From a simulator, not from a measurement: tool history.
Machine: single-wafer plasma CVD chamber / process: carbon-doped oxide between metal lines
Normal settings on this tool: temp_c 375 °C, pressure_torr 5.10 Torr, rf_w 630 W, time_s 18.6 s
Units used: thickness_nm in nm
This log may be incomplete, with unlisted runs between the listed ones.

run   hour  temp_c  pressure_torr  rf_w  time_s  wafers since the last listed run  hours since the last thermocouple change  hours since the last RF generator calibration  hours since the last manometer calibration  hours since the showerhead was replaced  hours since the gauge calibration  read-back reference wafer on the same gauge, thickness_nm  thickness_nm
  1    0.0     375           5.10   630    18.6                                 0                                     978.4                                         2289.0                                      2610.3                                   2817.4                              327.8                                                    104.317        84.999
  2   32.0     375           5.10   630    18.6                               626                                    1010.4                                         2321.0                                      2642.3                                   2849.4                              359.8                                                    104.255        85.429
  3   48.9     375           5.10   630    18.6                               330                                    1027.3                                         2337.9                                      2659.2                                   2866.3                              376.7                                                    104.351        85.316
  4   77.7     375           5.10   630    20.8                               563                                    1056.1                                         2366.7                                      2688.0                                   2895.1                              405.5                                                    104.294        94.785
  5   93.2     375           5.10   630    20.8                               303                                    1071.6                                         2382.2                                      2703.5                                   2910.6                              421.0                                                    104.173        94.597
  6  114.1     375           5.10   630    18.6                               409                                    1092.5                                         2403.1                                      2724.4                                   2931.5                              441.9                                                    104.283        85.038
  7  134.5     375           5.10   630    18.6                               399                                    1112.9                                         2423.5                                      2744.8                                   2951.9                              462.3                                                    104.290        85.165
  8  167.2     375           5.10   630    18.6                               639                                    1145.6                                         2456.2                                      2777.5                                   2984.6                              495.0                                                    104.278        85.433
  9  203.0     375           5.10   630    18.6                               700                                    1181.4                                         2492.0                                      2813.3                                   3020.4                              530.8                                                    104.213        85.188
     220.3  -- gauge calibrated
 10  222.9     364           5.10   630    18.6                               389                                    1201.3                                         2511.9                                      2833.2                                   3040.3                                2.6                                                    104.288        87.023
     243.0  -- capacitance manometer re-zeroed and calibrated
 11  245.8     387           5.49   675    15.6                               291                                    1224.2                                         2534.8                                         2.8                                   3063.2                               25.5                                                    104.209        74.464
 12  268.3     375           5.10   630    18.6                               440                                    1246.7                                         2557.3                                        25.3                                   3085.7                               48.0                                                    104.299        85.284
     284.2  -- showerhead replaced, of another model than before
 13  286.9     375           5.10   630    18.6                               207                                    1265.3                                         2575.9                                        43.9                                      2.7                               66.6                                                    104.175        87.071
 14  302.6     375           3.99   630    18.6                               307                                    1281.0                                         2591.6                                        59.6                                     18.4                               82.3                                                    104.265        81.453
     319.6  -- thermocouple changed; heater temperature recalibrated
 15  322.1     375           5.10   630    19.8                               225                                       2.5                                         2611.1                                        79.1                                     37.9                              101.8                                                    104.195        92.197
     338.2  -- RF generator calibrated
 16  339.6     375           5.10   730    15.5                               185                                      20.0                                            1.4                                        96.6                                     55.4                              119.3                                                    104.308        79.978
 17  369.3     375           5.10   630    15.0                               581                                      49.7                                           31.1                                       126.3                                     85.1                              149.0                                                    104.277        72.493
 18  396.8     375           6.19   505    18.6                               538                                      77.2                                           58.6                                       153.8                                    112.6                              176.5                                                    104.244        84.567
 19  424.0     375           5.10   630    18.6                               532                                     104.4                                           85.8                                       181.0                                    139.8                              203.7                                                    104.256        89.239
 20  440.5     375           5.10   630    18.6                               322                                     120.9                                          102.3                                       197.5                                    156.3                              220.2                                                    104.214        89.586
 21  463.9     363           5.10   630    17.6                               457                                     144.3                                          125.7                                       220.9                                    179.7                              243.6                                                    104.270        86.295

5 ways to go on from here, each from the tool as it stands after run 21. What would each give?
  A  464.3     375           5.10   630    18.6                                 7                                     144.7                                          126.1                                       221.3                                    180.1                              244.0                                                          ?             ?
  B  464.3     367           5.10   630    20.7                                 7                                     144.7                                          126.1                                       221.3                                    180.1                              244.0                                                          ?             ?
  C  464.3     375           5.48   630    20.8                                 7                                     144.7                                          126.1                                       221.3                                    180.1                              244.0                                                          ?             ?
  D  464.3     367           5.10   630    18.6                                 7                                     144.7                                          126.1                                       221.3                                    180.1                              244.0                                                          ?             ?
  E  464.3     375           4.40   630    20.8                                 7                                     144.7                                          126.1                                       221.3                                    180.1                              244.0                                                          ?             ?

run  read-back reference wafer on the same gauge, thickness_nm  thickness_nm
  A                                                    104.205        89.563
  B                                                    104.205       101.089
  C                                                    104.205       101.574
  D                                                    104.205        90.999
  E                                                    104.205        96.153
With the hidden condition removed and each run's random variation left untouched, the same runs would have given:
run  thickness_nm
  A        90.363
  B       101.992
  C       102.481
  D        91.811
  E        97.012
